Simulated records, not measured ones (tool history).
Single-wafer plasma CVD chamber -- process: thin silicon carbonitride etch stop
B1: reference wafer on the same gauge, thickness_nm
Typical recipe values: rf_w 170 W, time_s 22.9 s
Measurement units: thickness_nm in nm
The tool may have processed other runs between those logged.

{"run": 1, "hour": 0.0, "rf_w": 170, "time_s": 20.0, "B1": 11.997, "thickness_nm": 9.629}
{"run": 2, "hour": 78.6, "rf_w": 170, "time_s": 20.0, "B1": 12.018, "thickness_nm": 9.634}
{"run": 3, "hour": 131.3, "rf_w": 180, "time_s": 22.9, "B1": 12.006, "thickness_nm": 11.296}
{"run": 4, "hour": 200.8, "rf_w": 180, "time_s": 22.9, "B1": 11.984, "thickness_nm": 11.264}
{"hour": 225.8, "done": "thermocouple changed; heater temperature recalibrated"}
{"run": 5, "hour": 252.8, "rf_w": 180, "time_s": 22.9, "B1": 11.983, "thickness_nm": 11.247}
{"run": 6, "hour": 337.8, "rf_w": 170, "time_s": 22.9, "B1": 12.004, "thickness_nm": 10.981}
{"run": 7, "hour": 442.0, "rf_w": 170, "time_s": 22.9, "B1": 11.999, "thickness_nm": 10.988}
{"run": 8, "hour": 541.7, "rf_w": 170, "time_s": 22.9, "B1": 12.01, "thickness_nm": 11.032}
{"run": 9, "hour": 629.3, "rf_w": 170, "time_s": 22.9, "B1": 12.004, "thickness_nm": 11.004}
{"run": 10, "hour": 713.8, "rf_w": 170, "time_s": 22.9, "B1": 12.01, "thickness_nm": 11.04}
{"run": 11, "hour": 801.5, "rf_w": 170, "time_s": 22.9, "B1": 12.012, "thickness_nm": 11.025}
{"hour": 811.5, "done": "RF generator calibrated"}
{"hour": 847.7, "done": "showerhead replaced"}
{"run": 12, "hour": 848.9, "rf_w": 170, "time_s": 22.9, "B1": 11.994, "thickness_nm": 11.061}
{"run": 13, "hour": 994.4, "rf_w": 170, "time_s": 22.9, "B1": 11.986, "thickness_nm": 11.021}
{"run": 14, "hour": 1079.8, "rf_w": 190, "time_s": 21.3, "B1": 11.998, "thickness_nm": 10.736}
{"run": 15, "hour": 1176.4, "rf_w": 195, "time_s": 21.3, "B1": 12.0, "thickness_nm": 10.824}

Estimate the outcome of run 16 from the log above:
{"run": 16, "hour": 1274.4, "rf_w": 145, "time_s": 20.8, "B1": "?", "thickness_nm": "?"}

{"run 16": {"B1": 12.002, "thickness_nm": 9.347}}
With no hidden state in the tool, this same run would have given thickness_nm 9.347 nm.
